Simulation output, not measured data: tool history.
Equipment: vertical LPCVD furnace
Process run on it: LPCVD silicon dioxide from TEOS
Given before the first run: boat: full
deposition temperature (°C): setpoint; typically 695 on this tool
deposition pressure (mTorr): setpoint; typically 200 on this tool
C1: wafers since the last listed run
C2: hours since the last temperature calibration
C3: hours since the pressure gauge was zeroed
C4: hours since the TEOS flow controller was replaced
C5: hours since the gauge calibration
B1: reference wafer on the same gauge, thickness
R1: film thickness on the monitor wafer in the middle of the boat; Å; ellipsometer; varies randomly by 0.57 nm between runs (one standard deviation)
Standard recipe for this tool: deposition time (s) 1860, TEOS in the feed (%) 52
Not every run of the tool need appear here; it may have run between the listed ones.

run 1 hour=0.0 | deposition_temperature_(°C)=703 deposition_pressure_(mTorr)=200 deposition_time_(s)=1860 TEOS_in_the_feed_(%)=52 | C1=0 C2=1911.1 C3=1591.7 C4=6679.1 C5=264.3 | B1=121.99 | R1=1832.3
run 2 hour=21.4 | deposition_temperature_(°C)=695 deposition_pressure_(mTorr)=200 deposition_time_(s)=1860 TEOS_in_the_feed_(%)=52 | C1=245 C2=1932.5 C3=1613.1 C4=6700.5 C5=285.7 | B1=122.06 | R1=1533.9
run 3 hour=34.5 | deposition_temperature_(°C)=695 deposition_pressure_(mTorr)=200 deposition_time_(s)=1860 TEOS_in_the_feed_(%)=47 | C1=150 C2=1945.6 C3=1626.2 C4=6713.6 C5=298.8 | B1=121.98 | R1=1459.3
run 4 hour=48.9 | deposition_temperature_(°C)=695 deposition_pressure_(mTorr)=200 deposition_time_(s)=1860 TEOS_in_the_feed_(%)=52 | C1=165 C2=1960.0 C3=1640.6 C4=6728.0 C5=313.2 | B1=122.03 | R1=1539.0
run 5 hour=79.9 | deposition_temperature_(°C)=695 deposition_pressure_(mTorr)=200 deposition_time_(s)=1860 TEOS_in_the_feed_(%)=52 | C1=356 C2=1991.0 C3=1671.6 C4=6759.0 C5=344.2 | B1=122.09 | R1=1537.4
run 6 hour=95.7 | deposition_temperature_(°C)=695 deposition_pressure_(mTorr)=225 deposition_time_(s)=1860 TEOS_in_the_feed_(%)=52 | C1=181 C2=2006.8 C3=1687.4 C4=6774.8 C5=360.0 | B1=122.00 | R1=1643.0
run 7 hour=115.5 | deposition_temperature_(°C)=695 deposition_pressure_(mTorr)=225 deposition_time_(s)=1860 TEOS_in_the_feed_(%)=52 | C1=227 C2=2026.6 C3=1707.2 C4=6794.6 C5=379.8 | B1=122.04 | R1=1642.4
-- hour=148.5 thermocouples replaced and temperature profile calibrated
run 8 hour=149.0 | deposition_temperature_(°C)=695 deposition_pressure_(mTorr)=200 deposition_time_(s)=1860 TEOS_in_the_feed_(%)=52 | C1=109 C2=0.5 C3=1740.7 C4=6828.1 C5=413.3 | B1=122.00 | R1=1370.9
run 9 hour=154.0 | deposition_temperature_(°C)=695 deposition_pressure_(mTorr)=200 deposition_time_(s)=1860 TEOS_in_the_feed_(%)=52 | C1=57 C2=5.5 C3=1745.7 C4=6833.1 C5=418.3 | B1=121.98 | R1=1370.6
run 10 hour=166.1 | deposition_temperature_(°C)=700 deposition_pressure_(mTorr)=200 deposition_time_(s)=2070 TEOS_in_the_feed_(%)=52 | C1=139 C2=17.6 C3=1757.8 C4=6845.2 C5=430.4 | B1=121.95 | R1=1718.9
run 11 hour=201.1 | deposition_temperature_(°C)=695 deposition_pressure_(mTorr)=200 deposition_time_(s)=1350 TEOS_in_the_feed_(%)=52 | C1=402 C2=52.6 C3=1792.8 C4=6880.2 C5=465.4 | B1=122.00 | R1=996.6
run 12 hour=218.3 | deposition_temperature_(°C)=695 deposition_pressure_(mTorr)=200 deposition_time_(s)=1860 TEOS_in_the_feed_(%)=52 | C1=197 C2=69.8 C3=1810.0 C4=6897.4 C5=482.6 | B1=122.00 | R1=1371.1
-- hour=235.1 gauge calibrated
-- hour=250.1 pressure gauge zeroed
run 13 hour=250.6 | deposition_temperature_(°C)=705 deposition_pressure_(mTorr)=200 deposition_time_(s)=1860 TEOS_in_the_feed_(%)=49 | C1=95 C2=102.1 C3=0.5 C4=6929.7 C5=15.5 | B1=122.00 | R1=1676.4
-- hour=278.7 TEOS flow controller replaced
run 14 hour=279.2 | deposition_temperature_(°C)=695 deposition_pressure_(mTorr)=165 deposition_time_(s)=1860 TEOS_in_the_feed_(%)=52 | C1=52 C2=130.7 C3=29.1 C4=0.5 C5=44.1 | B1=121.90 | R1=1240.4
run 15 hour=288.7 | deposition_temperature_(°C)=695 deposition_pressure_(mTorr)=200 deposition_time_(s)=1860 TEOS_in_the_feed_(%)=52 | C1=109 C2=140.2 C3=38.6 C4=10.0 C5=53.6 | B1=122.00 | R1=1371.3
run 16 hour=323.3 | deposition_temperature_(°C)=695 deposition_pressure_(mTorr)=200 deposition_time_(s)=1860 TEOS_in_the_feed_(%)=52 | C1=397 C2=174.8 C3=73.2 C4=44.6 C5=88.2 | B1=122.04 | R1=1379.7
run 17 hour=343.6 | deposition_temperature_(°C)=698 deposition_pressure_(mTorr)=200 deposition_time_(s)=1860 TEOS_in_the_feed_(%)=56 | C1=233 C2=195.1 C3=93.5 C4=64.9 C5=108.5 | B1=121.92 | R1=1528.0
run 18 hour=373.0 | deposition_temperature_(°C)=686 deposition_pressure_(mTorr)=215 deposition_time_(s)=2490 TEOS_in_the_feed_(%)=52 | C1=337 C2=224.5 C3=122.9 C4=94.3 C5=137.9 | B1=121.91 | R1=1526.1
run 19 hour=389.3 | deposition_temperature_(°C)=684 deposition_pressure_(mTorr)=175 deposition_time_(s)=1590 TEOS_in_the_feed_(%)=44 | C1=187 C2=240.8 C3=139.2 C4=110.6 C5=154.2 | B1=122.01 | R1=778.7
run 20 hour=401.4 | deposition_temperature_(°C)=684 deposition_pressure_(mTorr)=180 deposition_time_(s)=1380 TEOS_in_the_feed_(%)=60 | C1=139 C2=252.9 C3=151.3 C4=122.7 C5=166.3 | B1=121.96 | R1=802.8
run 21 hour=415.8 | deposition_temperature_(°C)=695 deposition_pressure_(mTorr)=165 deposition_time_(s)=1860 TEOS_in_the_feed_(%)=45 | C1=165 C2=267.3 C3=165.7 C4=137.1 C5=180.7 | B1=121.90 | R1=1151.8

3 ways to go on from here, each from the tool as it stands after run 21. What would each give?
run A hour=420.9 | deposition_temperature_(°C)=695 deposition_pressure_(mTorr)=200 deposition_time_(s)=2160 TEOS_in_the_feed_(%)=52 | C1=58 C2=272.4 C3=170.8 C4=142.2 C5=185.8 | B1=? | R1=?
run B hour=420.9 | deposition_temperature_(°C)=695 deposition_pressure_(mTorr)=200 deposition_time_(s)=1860 TEOS_in_the_feed_(%)=61 | C1=58 C2=272.4 C3=170.8 C4=142.2 C5=185.8 | B1=? | R1=?
run C hour=420.9 | deposition_temperature_(°C)=705 deposition_pressure_(mTorr)=200 deposition_time_(s)=1590 TEOS_in_the_feed_(%)=52 | C1=58 C2=272.4 C3=170.8 C4=142.2 C5=185.8 | B1=? | R1=?

run=A B1=122.05 R1=1594.3
run=B B1=122.05 R1=1486.9
run=C B1=122.05 R1=1480.8
Without the tool's hidden state the same runs would have given:
run=A R1=1587.8
run=B R1=1480.8
run=C R1=1474.8
